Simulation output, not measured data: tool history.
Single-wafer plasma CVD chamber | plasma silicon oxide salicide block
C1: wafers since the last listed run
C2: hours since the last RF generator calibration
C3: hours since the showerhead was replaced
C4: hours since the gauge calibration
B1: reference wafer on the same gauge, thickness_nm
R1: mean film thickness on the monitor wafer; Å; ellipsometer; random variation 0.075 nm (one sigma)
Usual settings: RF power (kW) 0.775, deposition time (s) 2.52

run 1 hour=0.0 | RF_power_(kW)=0.775 deposition_time_(s)=2.52 | C1=0 C2=1402.5 C3=3448.1 C4=70.4 | B1=31.642 | R1=271.58
run 2 hour=26.4 | RF_power_(kW)=0.775 deposition_time_(s)=2.52 | C1=643 C2=1428.9 C3=3474.5 C4=96.8 | B1=31.608 | R1=273.86
run 3 hour=47.6 | RF_power_(kW)=0.775 deposition_time_(s)=2.52 | C1=516 C2=1450.1 C3=3495.7 C4=118.0 | B1=31.593 | R1=272.04
run 4 hour=146.1 | RF_power_(kW)=0.775 deposition_time_(s)=2.52 | C1=2399 C2=1548.6 C3=3594.2 C4=216.5 | B1=31.601 | R1=270.36
run 5 hour=174.2 | RF_power_(kW)=0.775 deposition_time_(s)=2.52 | C1=684 C2=1576.7 C3=3622.3 C4=244.6 | B1=31.566 | R1=272.10
run 6 hour=205.8 | RF_power_(kW)=0.775 deposition_time_(s)=2.52 | C1=769 C2=1608.3 C3=3653.9 C4=276.2 | B1=31.617 | R1=272.37
-- hour=228.1 showerhead replaced
-- hour=237.5 RF generator calibrated
run 7 hour=239.7 | RF_power_(kW)=0.775 deposition_time_(s)=2.20 | C1=436 C2=2.2 C3=11.6 C4=310.1 | B1=31.600 | R1=237.69
run 8 hour=256.7 | RF_power_(kW)=0.775 deposition_time_(s)=2.20 | C1=414 C2=19.2 C3=28.6 C4=327.1 | B1=31.621 | R1=238.03
run 9 hour=290.6 | RF_power_(kW)=0.830 deposition_time_(s)=2.52 | C1=825 C2=53.1 C3=62.5 C4=361.0 | B1=31.599 | R1=277.58
run 10 hour=312.5 | RF_power_(kW)=0.830 deposition_time_(s)=2.52 | C1=533 C2=75.0 C3=84.4 C4=382.9 | B1=31.623 | R1=278.82
run 11 hour=327.6 | RF_power_(kW)=0.885 deposition_time_(s)=2.52 | C1=367 C2=90.1 C3=99.5 C4=398.0 | B1=31.590 | R1=283.58
run 12 hour=358.9 | RF_power_(kW)=0.775 deposition_time_(s)=2.52 | C1=762 C2=121.4 C3=130.8 C4=429.3 | B1=31.561 | R1=272.13
run 13 hour=377.4 | RF_power_(kW)=0.915 deposition_time_(s)=2.52 | C1=450 C2=139.9 C3=149.3 C4=447.8 | B1=31.590 | R1=286.65
-- hour=380.0 gauge calibrated
run 14 hour=391.5 | RF_power_(kW)=0.640 deposition_time_(s)=2.71 | C1=343 C2=154.0 C3=163.4 C4=11.5 | B1=31.601 | R1=275.00
run 15 hour=412.6 | RF_power_(kW)=0.775 deposition_time_(s)=2.83 | C1=513 C2=175.1 C3=184.5 C4=32.6 | B1=31.610 | R1=304.64
run 16 hour=426.5 | RF_power_(kW)=0.775 deposition_time_(s)=2.52 | C1=338 C2=189.0 C3=198.4 C4=46.5 | B1=31.598 | R1=271.96
run 17 hour=441.3 | RF_power_(kW)=0.665 deposition_time_(s)=2.92 | C1=360 C2=203.8 C3=213.2 C4=61.3 | B1=31.614 | R1=301.53
run 18 hour=465.9 | RF_power_(kW)=0.775 deposition_time_(s)=2.96 | C1=599 C2=228.4 C3=237.8 C4=85.9 | B1=31.623 | R1=320.76
run 19 hour=485.1 | RF_power_(kW)=0.775 deposition_time_(s)=2.52 | C1=467 C2=247.6 C3=257.0 C4=105.1 | B1=31.604 | R1=271.66

Forecast run 20:
run 20 hour=513.7 | RF_power_(kW)=0.910 deposition_time_(s)=2.14 | C1=696 C2=276.2 C3=285.6 C4=133.7 | B1=? | R1=?

Run 20 gave B1 31.583, R1 242.12 Å.
Without the tool's hidden state the same run would have given R1 242.12 Å.
